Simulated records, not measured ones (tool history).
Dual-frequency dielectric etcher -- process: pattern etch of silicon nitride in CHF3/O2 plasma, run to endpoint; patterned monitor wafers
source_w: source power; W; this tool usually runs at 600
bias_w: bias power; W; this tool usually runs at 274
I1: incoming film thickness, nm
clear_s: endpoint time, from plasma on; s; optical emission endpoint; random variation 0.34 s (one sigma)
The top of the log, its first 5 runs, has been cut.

run 6 hour=68.7 | source_w=600 bias_w=274 | I1=75.8 | clear_s=44.2
run 7 hour=98.8 | source_w=600 bias_w=236 | I1=75.4 | clear_s=46.5
run 8 hour=114.9 | source_w=600 bias_w=236 | I1=75.2 | clear_s=46
run 9 hour=122.9 | source_w=600 bias_w=236 | I1=75.3 | clear_s=45.7
run 10 hour=135.9 | source_w=560 bias_w=309 | I1=74.7 | clear_s=42.8
run 11 hour=146.3 | source_w=560 bias_w=309 | I1=75.2 | clear_s=43.7
run 12 hour=161 | source_w=560 bias_w=309 | I1=75.8 | clear_s=44.2
run 13 hour=170.6 | source_w=540 bias_w=274 | I1=74.7 | clear_s=45.6
-- hour=196.3 wet clean of the chamber
run 14 hour=196.8 | source_w=600 bias_w=274 | I1=74.4 | clear_s=43.9
run 15 hour=197.1 | source_w=600 bias_w=274 | I1=74.6 | clear_s=43.5
run 16 hour=224.1 | source_w=600 bias_w=274 | I1=74.7 | clear_s=44.1
run 17 hour=237 | source_w=740 bias_w=335 | I1=75.1 | clear_s=37.9
-- hour=245.4 source power generator calibrated
run 18 hour=252.8 | source_w=600 bias_w=274 | I1=75.2 | clear_s=44
run 19 hour=268.3 | source_w=520 bias_w=319 | I1=75.2 | clear_s=44.1
run 20 hour=279.8 | source_w=740 bias_w=308 | I1=74.8 | clear_s=39.7
-- hour=306.6 bias power generator calibrated
-- hour=310.8 upper electrode replaced
run 21 hour=311.3 | source_w=600 bias_w=322 | I1=75.6 | clear_s=42.1
run 22 hour=325.2 | source_w=490 bias_w=333 | I1=75.3 | clear_s=44.3
run 23 hour=340.2 | source_w=540 bias_w=315 | I1=75 | clear_s=43.5
run 24 hour=350.7 | source_w=560 bias_w=250 | I1=75.5 | clear_s=46.4
run 25 hour=367.6 | source_w=600 bias_w=274 | I1=75.1 | clear_s=44.1
run 26 hour=377.6 | source_w=540 bias_w=293 | I1=75.7 | clear_s=44.8
run 27 hour=388.4 | source_w=600 bias_w=274 | I1=74.5 | clear_s=43.8
run 28 hour=438.7 | source_w=460 bias_w=274 | I1=75.9 | clear_s=48.6
run 29 hour=446.7 | source_w=550 bias_w=246 | I1=74.9 | clear_s=46.7

Forecast run 30:
run 30 hour=476.4 | source_w=600 bias_w=231 | I1=75 | clear_s=?

Run 30 produced clear_s 46.4 s.
If the tool had no hidden condition, the same run with the same run-to-run variation would have returned clear_s 46.4 s.
